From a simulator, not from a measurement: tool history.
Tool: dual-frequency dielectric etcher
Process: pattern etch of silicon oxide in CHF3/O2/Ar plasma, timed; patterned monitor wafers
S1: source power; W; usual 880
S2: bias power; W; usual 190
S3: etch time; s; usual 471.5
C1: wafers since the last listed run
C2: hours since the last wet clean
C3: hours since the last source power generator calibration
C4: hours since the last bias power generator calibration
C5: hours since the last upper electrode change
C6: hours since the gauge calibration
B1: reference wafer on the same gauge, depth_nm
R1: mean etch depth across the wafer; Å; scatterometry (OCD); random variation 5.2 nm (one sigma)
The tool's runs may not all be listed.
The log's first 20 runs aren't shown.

run,hour,S1,S2,S3,C1,C2,C3,C4,C5,C6,B1,R1
21,561.6,780,219,535.5,112,364.2,80.8,42.1,380.0,54.9,829.6,12115
# hour 593.8: wet clean of the chamber
22,594.3,780,146,471.5,41,0.5,113.5,74.8,412.7,87.6,828.4,9348
23,608.5,880,190,471.5,67,14.7,127.7,89.0,426.9,101.8,829.7,10210
24,638.5,720,175,421.0,142,44.7,157.7,119.0,456.9,131.8,829.1,8569
25,668.9,880,155,471.5,144,75.1,188.1,149.4,487.3,162.2,830.3,9809
26,704.2,1020,145,411.0,168,110.4,223.4,184.7,522.6,197.5,829.9,8909
27,719.5,760,162,583.5,72,125.7,238.7,200.0,537.9,212.8,830.5,12033
28,754.4,880,190,471.5,166,160.6,273.6,234.9,572.8,247.7,831.1,10354
29,781.3,680,190,431.0,128,187.5,300.5,261.8,599.7,274.6,830.2,8889
30,794.4,1060,151,471.5,62,200.6,313.6,274.9,612.8,287.7,829.9,10568
31,854.4,880,190,471.5,285,260.6,373.6,334.9,672.8,347.7,829.8,10552

3 ways to go on from here, each from the tool as it stands after run 31. What would each give?
A,854.9,880,225,471.5,2,261.1,374.1,335.4,673.3,348.2,?,?
B,854.9,820,168,572.5,2,261.1,374.1,335.4,673.3,348.2,?,?
C,854.9,880,145,330.5,2,261.1,374.1,335.4,673.3,348.2,?,?

run,B1,R1
A,828.9,11116
B,828.9,12317
C,828.9,7021
Without the tool's hidden state the same runs would have given:
run,R1
A,10717
B,11875
C,6769
